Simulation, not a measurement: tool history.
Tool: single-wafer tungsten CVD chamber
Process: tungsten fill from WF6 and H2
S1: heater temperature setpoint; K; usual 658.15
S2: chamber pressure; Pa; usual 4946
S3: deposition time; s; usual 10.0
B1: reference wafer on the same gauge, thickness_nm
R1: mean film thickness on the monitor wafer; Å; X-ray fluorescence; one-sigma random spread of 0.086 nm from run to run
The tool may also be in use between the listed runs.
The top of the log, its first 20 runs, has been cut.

run 21 hour=1615.4 | S1=646.15 S2=5693 S3=10.0 | B1=21.688 | R1=187.05
run 22 hour=1700.5 | S1=670.15 S2=4000 S3=8.8 | B1=21.665 | R1=244.12
run 23 hour=1760.0 | S1=658.15 S2=4946 S3=10.0 | B1=21.706 | R1=232.88
run 24 hour=1831.1 | S1=647.15 S2=4346 S3=10.6 | B1=21.695 | R1=180.90
run 25 hour=1911.0 | S1=651.15 S2=4346 S3=12.0 | B1=21.681 | R1=225.93
run 26 hour=1994.0 | S1=658.15 S2=4946 S3=10.8 | B1=21.688 | R1=249.94
run 27 hour=2101.4 | S1=658.15 S2=4946 S3=10.0 | B1=21.704 | R1=230.81
run 28 hour=2160.9 | S1=658.15 S2=4946 S3=10.0 | B1=21.664 | R1=230.53
run 29 hour=2198.1 | S1=663.15 S2=5546 S3=10.0 | B1=21.705 | R1=268.57
run 30 hour=2237.4 | S1=658.15 S2=4946 S3=10.0 | B1=21.722 | R1=229.68
run 31 hour=2274.4 | S1=658.15 S2=4946 S3=8.5 | B1=21.704 | R1=194.10
-- hour=2293.5 thermocouple changed; heater temperature recalibrated
run 32 hour=2355.5 | S1=658.15 S2=4946 S3=10.0 | B1=21.687 | R1=228.62
-- hour=2429.2 gauge calibrated
run 33 hour=2438.5 | S1=658.15 S2=4946 S3=10.0 | B1=21.656 | R1=227.30

Branching from run 33: 5 alternative next runs. What would each branch give?
run A hour=2438.9 | S1=658.15 S2=4946 S3=10.0 | B1=? | R1=?
run B hour=2438.9 | S1=658.15 S2=5973 S3=10.0 | B1=? | R1=?
run C hour=2438.9 | S1=673.15 S2=4346 S3=10.0 | B1=? | R1=?
run D hour=2438.9 | S1=670.15 S2=4466 S3=9.1 | B1=? | R1=?
run E hour=2438.9 | S1=664.15 S2=4413 S3=10.0 | B1=? | R1=?

run=A B1=21.679 R1=228.45
run=B B1=21.679 R1=246.30
run=C B1=21.679 R1=300.17
run=D B1=21.679 R1=259.41
run=E B1=21.679 R1=249.59
Take away the tool's hidden state, keep each run's random variation, and the runs would have read:
run=A R1=233.75
run=B R1=251.93
run=C R1=307.19
run=D R1=265.47
run=E R1=255.42
